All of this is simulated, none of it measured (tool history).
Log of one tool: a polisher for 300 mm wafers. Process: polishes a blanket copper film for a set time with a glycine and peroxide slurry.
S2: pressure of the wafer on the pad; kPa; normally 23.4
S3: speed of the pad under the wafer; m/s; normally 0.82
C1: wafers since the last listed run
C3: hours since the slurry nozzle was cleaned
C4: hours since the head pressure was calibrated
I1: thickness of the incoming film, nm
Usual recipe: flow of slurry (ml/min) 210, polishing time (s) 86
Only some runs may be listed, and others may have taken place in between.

run 1 hour=0.0 | flow_of_slurry_(ml/min)=210 S2=23.4 S3=0.82 polishing_time_(s)=86 | C1=0 wafers_polished_on_this_pad=2224 C3=69.8 C4=190.6 | I1=1917.4 | film_removed_(nm)=496.1
run 2 hour=74.7 | flow_of_slurry_(ml/min)=210 S2=23.4 S3=0.82 polishing_time_(s)=86 | C1=817 wafers_polished_on_this_pad=3041 C3=144.5 C4=265.3 | I1=1948.9 | film_removed_(nm)=505.9
run 3 hour=125.5 | flow_of_slurry_(ml/min)=210 S2=23.4 S3=0.82 polishing_time_(s)=86 | C1=555 wafers_polished_on_this_pad=3597 C3=195.3 C4=316.1 | I1=1937.2 | film_removed_(nm)=499.4
run 4 hour=175.5 | flow_of_slurry_(ml/min)=210 S2=23.4 S3=0.82 polishing_time_(s)=86 | C1=547 wafers_polished_on_this_pad=4144 C3=245.3 C4=366.1 | I1=1934.1 | film_removed_(nm)=499.8
-- hour=181.6 worn pad replaced by a new one
run 5 hour=276.1 | flow_of_slurry_(ml/min)=210 S2=23.4 S3=0.82 polishing_time_(s)=86 | C1=1057 wafers_polished_on_this_pad=1034 C3=345.9 C4=466.7 | I1=1918.0 | film_removed_(nm)=516.1
run 6 hour=379.9 | flow_of_slurry_(ml/min)=210 S2=23.4 S3=0.82 polishing_time_(s)=86 | C1=1135 wafers_polished_on_this_pad=2170 C3=449.7 C4=570.5 | I1=1929.3 | film_removed_(nm)=515.4
run 7 hour=416.0 | flow_of_slurry_(ml/min)=210 S2=23.4 S3=0.82 polishing_time_(s)=86 | C1=395 wafers_polished_on_this_pad=2565 C3=485.8 C4=606.6 | I1=1930.6 | film_removed_(nm)=513.2
-- hour=485.8 worn pad replaced by a new one
run 8 hour=522.4 | flow_of_slurry_(ml/min)=210 S2=23.4 S3=0.82 polishing_time_(s)=86 | C1=1120 wafers_polished_on_this_pad=400 C3=592.2 C4=713.0 | I1=1915.7 | film_removed_(nm)=529.6
-- hour=540.5 slurry nozzle cleaned
run 9 hour=590.5 | flow_of_slurry_(ml/min)=210 S2=23.4 S3=1.04 polishing_time_(s)=86 | C1=734 wafers_polished_on_this_pad=1134 C3=50.0 C4=781.1 | I1=1912.5 | film_removed_(nm)=600.4
run 10 hour=637.9 | flow_of_slurry_(ml/min)=210 S2=23.4 S3=0.82 polishing_time_(s)=66 | C1=518 wafers_polished_on_this_pad=1653 C3=97.4 C4=828.5 | I1=1925.9 | film_removed_(nm)=399.6
run 11 hour=676.3 | flow_of_slurry_(ml/min)=210 S2=23.4 S3=0.82 polishing_time_(s)=86 | C1=420 wafers_polished_on_this_pad=2073 C3=135.8 C4=866.9 | I1=1914.3 | film_removed_(nm)=520.6
-- hour=683.0 head pressure recalibrated
run 12 hour=766.5 | flow_of_slurry_(ml/min)=155 S2=23.4 S3=0.82 polishing_time_(s)=86 | C1=965 wafers_polished_on_this_pad=3038 C3=226.0 C4=83.5 | I1=1918.4 | film_removed_(nm)=461.9
-- hour=854.6 worn pad replaced by a new one
run 13 hour=858.8 | flow_of_slurry_(ml/min)=155 S2=23.4 S3=0.82 polishing_time_(s)=86 | C1=966 wafers_polished_on_this_pad=45 C3=318.3 C4=175.8 | I1=1909.0 | film_removed_(nm)=495.9
run 14 hour=925.0 | flow_of_slurry_(ml/min)=165 S2=23.4 S3=0.58 polishing_time_(s)=113 | C1=724 wafers_polished_on_this_pad=770 C3=384.5 C4=242.0 | I1=1934.3 | film_removed_(nm)=549.7
run 15 hour=991.3 | flow_of_slurry_(ml/min)=210 S2=23.4 S3=0.82 polishing_time_(s)=86 | C1=725 wafers_polished_on_this_pad=1495 C3=450.8 C4=308.3 | I1=1924.8 | film_removed_(nm)=517.0
run 16 hour=1089.9 | flow_of_slurry_(ml/min)=210 S2=23.4 S3=0.82 polishing_time_(s)=66 | C1=1078 wafers_polished_on_this_pad=2574 C3=549.4 C4=406.9 | I1=1962.8 | film_removed_(nm)=391.1
-- hour=1112.2 slurry nozzle cleaned
run 17 hour=1177.1 | flow_of_slurry_(ml/min)=255 S2=23.4 S3=0.82 polishing_time_(s)=86 | C1=943 wafers_polished_on_this_pad=3518 C3=64.9 C4=494.1 | I1=1920.4 | film_removed_(nm)=524.2
-- hour=1226.6 worn pad replaced by a new one
run 18 hour=1228.0 | flow_of_slurry_(ml/min)=210 S2=27.6 S3=0.82 polishing_time_(s)=58 | C1=513 wafers_polished_on_this_pad=15 C3=115.8 C4=545.0 | I1=1919.3 | film_removed_(nm)=410.0
run 19 hour=1292.1 | flow_of_slurry_(ml/min)=280 S2=23.4 S3=0.82 polishing_time_(s)=64 | C1=701 wafers_polished_on_this_pad=716 C3=179.9 C4=609.1 | I1=1943.5 | film_removed_(nm)=407.9
run 20 hour=1355.9 | flow_of_slurry_(ml/min)=210 S2=23.4 S3=0.94 polishing_time_(s)=110 | C1=698 wafers_polished_on_this_pad=1414 C3=243.7 C4=672.9 | I1=1942.2 | film_removed_(nm)=728.1
run 21 hour=1446.6 | flow_of_slurry_(ml/min)=170 S2=17.2 S3=0.82 polishing_time_(s)=86 | C1=992 wafers_polished_on_this_pad=2407 C3=334.4 C4=763.6 | I1=1936.2 | film_removed_(nm)=389.5
run 22 hour=1490.6 | flow_of_slurry_(ml/min)=170 S2=23.4 S3=1.10 polishing_time_(s)=66 | C1=481 wafers_polished_on_this_pad=2888 C3=378.4 C4=807.6 | I1=1900.8 | film_removed_(nm)=459.1
-- hour=1529.4 head pressure recalibrated
run 23 hour=1559.8 | flow_of_slurry_(ml/min)=210 S2=29.0 S3=0.82 polishing_time_(s)=74 | C1=735 wafers_polished_on_this_pad=3624 C3=447.6 C4=30.4 | I1=1933.7 | film_removed_(nm)=493.6
run 24 hour=1604.8 | flow_of_slurry_(ml/min)=210 S2=26.9 S3=0.82 polishing_time_(s)=86 | C1=492 wafers_polished_on_this_pad=4116 C3=492.6 C4=75.4 | I1=1913.0 | film_removed_(nm)=538.5
-- hour=1620.3 worn pad replaced by a new one
run 25 hour=1642.3 | flow_of_slurry_(ml/min)=140 S2=23.4 S3=0.82 polishing_time_(s)=86 | C1=366 wafers_polished_on_this_pad=241 C3=530.1 C4=112.9 | I1=1918.0 | film_removed_(nm)=472.2
run 26 hour=1719.8 | flow_of_slurry_(ml/min)=210 S2=23.4 S3=0.82 polishing_time_(s)=86 | C1=848 wafers_polished_on_this_pad=1089 C3=607.6 C4=190.4 | I1=1960.7 | film_removed_(nm)=510.3
run 27 hour=1769.4 | flow_of_slurry_(ml/min)=210 S2=23.4 S3=0.82 polishing_time_(s)=86 | C1=542 wafers_polished_on_this_pad=1631 C3=657.2 C4=240.0 | I1=1927.3 | film_removed_(nm)=513.0

Some steps in film removed (nm), run to run, broken into two amounts with sign: the step expected even without the hidden condition (settings, incoming material, random variation), and the rest, left for the hidden condition together with whatever gauge scatter is not in both the measured and the hidden-condition-free result:
The tool's hidden condition here consists of: removal rate lost through wear of the pad, %; slurry flow missing at the pad, %; deviation of the head's pressure from its setpoint, %.
Run 19 -> 20: flow of slurry (ml/min) 280 -> 210, S3 0.82 -> 0.94, polishing time (s) 64 -> 110. film removed (nm) +320.2: hidden state +15.2, all else +305.0.
Run 20 -> 21: flow of slurry (ml/min) 210 -> 170, S2 23.4 -> 17.2, S3 0.94 -> 0.82, polishing time (s) 110 -> 86. film removed (nm) -338.6: hidden state -23.2, all else -315.4.
Run 22 -> 23: flow of slurry (ml/min) 170 -> 210, S2 23.4 -> 29.0, S3 1.10 -> 0.82, polishing time (s) 66 -> 74, head pressure recalibrated. film removed (nm) +34.5: hidden state -35.2, all else +69.7.
Run 24 -> 25: flow of slurry (ml/min) 210 -> 140, S2 26.9 -> 23.4, worn pad replaced by a new one. film removed (nm) -66.3: hidden state +23.8, all else -90.1.
